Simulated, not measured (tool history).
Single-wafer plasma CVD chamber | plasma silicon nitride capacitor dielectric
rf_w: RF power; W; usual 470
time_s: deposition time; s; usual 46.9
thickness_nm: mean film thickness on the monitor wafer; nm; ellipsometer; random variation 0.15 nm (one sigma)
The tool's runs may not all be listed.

run	hour	rf_w	time_s	wafers since the last listed run	hours since the last RF generator calibration	hours since the showerhead was replaced	hours since the gauge calibration	read-back reference wafer on the same gauge, thickness_nm	thickness_nm
1	0.0	470	39.8	0	1260.7	5021.1	410.0	74.604	55.988
2	29.6	470	39.8	467	1290.3	5050.7	439.6	74.639	56.262
3	63.7	470	46.9	538	1324.4	5084.8	473.7	74.598	65.938
4	77.7	470	46.9	220	1338.4	5098.8	487.7	74.614	66.316
5	96.8	495	46.9	301	1357.5	5117.9	506.8	74.563	66.856
6	114.3	495	46.9	276	1375.0	5135.4	524.3	74.611	66.901
7	145.2	470	42.7	487	1405.9	5166.3	555.2	74.600	59.955
8	163.4	470	46.9	287	1424.1	5184.5	573.4	74.635	66.165
9	182.7	470	46.9	304	1443.4	5203.8	592.7	74.617	66.114
10	211.3	470	46.9	451	1472.0	5232.4	621.3	74.602	65.958
11	229.3	470	46.9	284	1490.0	5250.4	639.3	74.575	65.986
# hour 243.5: gauge calibrated
12	247.8	470	46.9	291	1508.5	5268.9	4.3	74.582	65.832
13	270.9	470	46.9	364	1531.6	5292.0	27.4	74.549	65.960
14	306.6	470	46.9	563	1567.3	5327.7	63.1	74.609	66.164
15	322.9	525	56.1	257	1583.6	5344.0	79.4	74.597	81.529
16	342.5	520	46.9	309	1603.2	5363.6	99.0	74.596	67.722
17	370.3	470	46.9	438	1631.0	5391.4	126.8	74.599	65.900
# hour 397.9: RF generator calibrated
18	402.5	470	55.1	381	4.6	5423.6	159.0	74.638	78.972
# hour 430.6: showerhead replaced
19	431.1	440	46.9	325	33.2	0.5	187.6	74.557	66.006
20	452.0	550	49.4	329	54.1	21.4	208.5	74.594	73.957
21	485.2	430	42.8	523	87.3	54.6	241.7	74.613	59.744
22	569.6	530	46.9	1332	171.7	139.0	326.1	74.582	68.972
23	605.0	385	51.6	558	207.1	174.4	361.5	74.623	69.518
24	618.4	410	51.3	211	220.5	187.8	374.9	74.558	70.079
25	650.9	555	42.3	512	253.0	220.3	407.4	74.630	63.259
26	666.8	555	46.9	250	268.9	236.2	423.3	74.653	69.940
27	687.3	525	56.1	323	289.4	256.7	443.8	74.605	82.163
28	707.8	470	46.9	323	309.9	277.2	464.3	74.593	66.670

Forecast each of these 5 alternatives for the next run:
A	708.2	400	46.9	6	310.3	277.6	464.7	?	?
B	708.2	415	46.9	6	310.3	277.6	464.7	?	?
C	708.2	375	46.9	6	310.3	277.6	464.7	?	?
D	708.2	395	53.6	6	310.3	277.6	464.7	?	?
E	708.2	555	53.4	6	310.3	277.6	464.7	?	?

run	read-back reference wafer on the same gauge, thickness_nm	thickness_nm
A	74.578	63.854
B	74.578	64.516
C	74.578	62.714
D	74.578	72.720
E	74.578	79.752
Without the tool's hidden state the same runs would have given:
run	thickness_nm
A	64.753
B	65.424
C	63.597
D	73.744
E	80.875
